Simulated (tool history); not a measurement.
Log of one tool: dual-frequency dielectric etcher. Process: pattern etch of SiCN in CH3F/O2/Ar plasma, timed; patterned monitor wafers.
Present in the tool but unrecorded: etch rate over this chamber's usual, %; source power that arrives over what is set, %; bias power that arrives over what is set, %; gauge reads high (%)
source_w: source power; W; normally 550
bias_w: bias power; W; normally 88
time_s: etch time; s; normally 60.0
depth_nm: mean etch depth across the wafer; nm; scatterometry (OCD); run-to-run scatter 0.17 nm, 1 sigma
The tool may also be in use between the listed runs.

run,hour,source_w,bias_w,time_s,wafers since the last listed run,hours since the last wet clean,hours since the last source power generator calibration,hours since the last bias power generator calibration,hours since the last upper electrode change,hours since the gauge calibration,"read-back reference wafer on the same gauge, depth_nm",depth_nm
1,0.0,550,88,73.0,0,314.8,3584.8,3900.0,4510.2,221.0,27.81,33.40
2,8.6,550,88,70.5,94,323.4,3593.4,3908.6,4518.8,229.6,27.86,32.35
3,15.8,550,88,70.5,78,330.6,3600.6,3915.8,4526.0,236.8,27.80,32.31
4,26.3,550,88,60.0,114,341.1,3611.1,3926.3,4536.5,247.3,27.81,27.84
5,39.5,550,88,60.0,144,354.3,3624.3,3939.5,4549.7,260.5,27.87,27.30
6,47.3,610,96,60.0,85,362.1,3632.1,3947.3,4557.5,268.3,27.81,30.20
7,62.6,550,88,60.0,167,377.4,3647.4,3962.6,4572.8,283.6,27.84,27.60
8,79.8,550,88,60.0,188,394.6,3664.6,3979.8,4590.0,300.8,27.82,27.62
9,86.9,550,88,60.0,77,401.7,3671.7,3986.9,4597.1,307.9,27.77,27.62
10,123.9,550,88,60.0,404,438.7,3708.7,4023.9,4634.1,344.9,27.81,27.60
11,130.1,600,88,60.0,67,444.9,3714.9,4030.1,4640.3,351.1,27.78,28.79
12,148.1,550,68,60.0,197,462.9,3732.9,4048.1,4658.3,369.1,27.83,25.15
13,163.8,410,88,52.0,171,478.6,3748.6,4063.8,4674.0,384.8,27.77,21.09
# hour 176.6: source power generator calibrated
14,177.1,470,107,42.0,101,491.9,0.5,4077.1,4687.3,398.1,27.78,19.35

Forecast run 15:
# hour 205.1: wet clean of the chamber
15,205.6,550,81,69.5,49,0.5,29.0,4105.6,4715.8,426.6,?,?

Run 15 yielded read-back reference wafer on the same gauge, depth_nm 27.80, depth_nm 31.02 nm.
Minus the tool's unlogged condition, the same run would have read depth_nm 31.02 nm.

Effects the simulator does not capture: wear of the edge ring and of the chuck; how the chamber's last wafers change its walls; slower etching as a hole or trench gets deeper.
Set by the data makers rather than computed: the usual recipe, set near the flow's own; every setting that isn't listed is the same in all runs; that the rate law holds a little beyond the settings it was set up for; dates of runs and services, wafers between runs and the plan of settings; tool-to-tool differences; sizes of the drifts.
